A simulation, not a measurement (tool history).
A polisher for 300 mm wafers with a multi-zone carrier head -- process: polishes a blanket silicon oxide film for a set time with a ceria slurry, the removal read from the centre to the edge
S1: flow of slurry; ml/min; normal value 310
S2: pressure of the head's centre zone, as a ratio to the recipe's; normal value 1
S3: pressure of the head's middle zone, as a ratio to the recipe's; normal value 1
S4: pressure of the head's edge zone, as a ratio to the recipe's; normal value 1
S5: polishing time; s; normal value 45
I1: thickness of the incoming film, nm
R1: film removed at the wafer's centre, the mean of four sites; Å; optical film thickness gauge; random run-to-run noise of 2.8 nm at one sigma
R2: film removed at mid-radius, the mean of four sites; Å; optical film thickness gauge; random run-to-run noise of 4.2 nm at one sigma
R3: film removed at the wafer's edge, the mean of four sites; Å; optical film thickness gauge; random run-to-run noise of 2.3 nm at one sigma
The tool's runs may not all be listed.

Run 1, hour 0: usual settings; I1 949.1. Result: R1 2800 Å, R2 2809 Å, R3 2750 Å.
Run 2, hour 29.8: usual settings but S1 245 ml/min, S2 0.95, S3 0.94, S5 33 s; I1 950.5. Result: R1 1919 Å, R2 1899 Å, R3 1984 Å.
Run 3, hour 72.9: usual settings but S3 1.05; I1 972.5. Result: R1 2815 Å, R2 2929 Å, R3 2790 Å.
Run 4, hour 120.4: usual settings but S2 1.04, S5 60 s; I1 965.4. Result: R1 3991 Å, R2 3721 Å, R3 3626 Å.
Run 5, hour 181.8: usual settings but S2 0.93, S3 0.93, S5 59 s; I1 954. Result: R1 3509 Å, R2 3444 Å, R3 3616 Å.
At hour 209.1: slurry nozzle cleaned.
Run 6, hour 216.3: usual settings but S4 1.06; I1 959.7. Result: R1 2841 Å, R2 2811 Å, R3 2848 Å.
At hour 232.3: edge zone pressure recalibrated.
At hour 266.1: worn pad replaced by a new one.
Run 7, hour 276.5: usual settings but S2 1.07, S4 0.92; I1 983.5. Result: R1 2969 Å, R2 2719 Å, R3 2620 Å.
At hour 294.1: carrier head's membrane replaced by a new one.
Run 8, hour 307.3: usual settings but S2 1.05, S5 32 s; I1 953.3. Result: R1 2089 Å, R2 1961 Å, R3 1941 Å.
At hour 342.7: centre zone pressure recalibrated.
Run 9, hour 358.5: usual settings but S1 275 ml/min, S2 0.93; I1 967.8. Result: R1 2591 Å, R2 2727 Å, R3 2726 Å.
Run 10, hour 421.8: usual settings; I1 978.1. Result: R1 2893 Å, R2 2858 Å, R3 2713 Å.
Run 11, hour 455.6: usual settings; I1 972.5. Result: R1 2855 Å, R2 2788 Å, R3 2742 Å.
Run 12, hour 527.4: usual settings but S1 345 ml/min, S3 1.07; I1 982.7. Result: R1 2874 Å, R2 2963 Å, R3 2774 Å.
Run 13, hour 570.9: usual settings but S3 1.07; I1 964.5. Result: R1 2810 Å, R2 3006 Å, R3 2797 Å.
Run 14, hour 617.5: usual settings but S2 1.07, S4 1.08; I1 965.2. Result: R1 3036 Å, R2 2839 Å, R3 2889 Å.
At hour 674.4: worn pad replaced by a new one.
At hour 687.6: slurry nozzle cleaned.
Run 15, hour 688.1: usual settings but S4 1.11, S5 52 s; I1 964.3. Result: R1 3210 Å, R2 3305 Å, R3 3318 Å.
Run 16, hour 718.2: usual settings but S1 215 ml/min, S4 0.9, S5 58 s; I1 959.6. Result: R1 3466 Å, R2 3485 Å, R3 3259 Å.
Run 17, hour 750.1: usual settings but S4 1.09; I1 971.7. Result: R1 2780 Å, R2 2780 Å, R3 2860 Å.
Run 18, hour 790.7: usual settings but S1 380 ml/min, S2 0.96; I1 979. Result: R1 2834 Å, R2 2882 Å, R3 2783 Å.
Run 19, hour 852.8: usual settings; I1 962.5. Result: R1 2818 Å, R2 2732 Å, R3 2746 Å.
Run 20, hour 890.5: usual settings; I1 974. Result: R1 2794 Å, R2 2727 Å, R3 2720 Å.
Run 21, hour 939.9: usual settings but S1 245 ml/min, S2 0.95, S3 0.94, S5 33 s; I1 969. Result: R1 1911 Å, R2 1838 Å, R3 1957 Å.
Run 22, hour 1004.2: usual settings but S2 1.06, S5 50 s; I1 971.8. Result: R1 3350 Å, R2 3040 Å, R3 3042 Å.

Consider 4 possible next runs. They are alternatives, not a sequence: every one starts from the tool as it was left by run 22. What does each give?
Run A, hour 1004.6: usual settings; I1 953.7. Result: R1 ?, R2 ?, R3 ?.
Run B, hour 1004.6: usual settings but S4 0.93; I1 953.7. Result: R1 ?, R2 ?, R3 ?.
Run C, hour 1004.6: usual settings but S5 34 s; I1 953.7. Result: R1 ?, R2 ?, R3 ?.
Run D, hour 1004.6: usual settings but S1 350 ml/min, S2 0.92, S3 1.11, S5 36 s; I1 953.7. Result: R1 ?, R2 ?, R3 ?.

run    R1    R2    R3
  A  2803  2798  2741
  B  2803  2799  2648
  C  2118  2114  2071
  D  2090  2476  2209
Without the tool's unlogged condition, the same runs would have read:
run    R1    R2    R3
  A  2803  2798  2741
  B  2803  2799  2648
  C  2118  2114  2071
  D  2090  2476  2209

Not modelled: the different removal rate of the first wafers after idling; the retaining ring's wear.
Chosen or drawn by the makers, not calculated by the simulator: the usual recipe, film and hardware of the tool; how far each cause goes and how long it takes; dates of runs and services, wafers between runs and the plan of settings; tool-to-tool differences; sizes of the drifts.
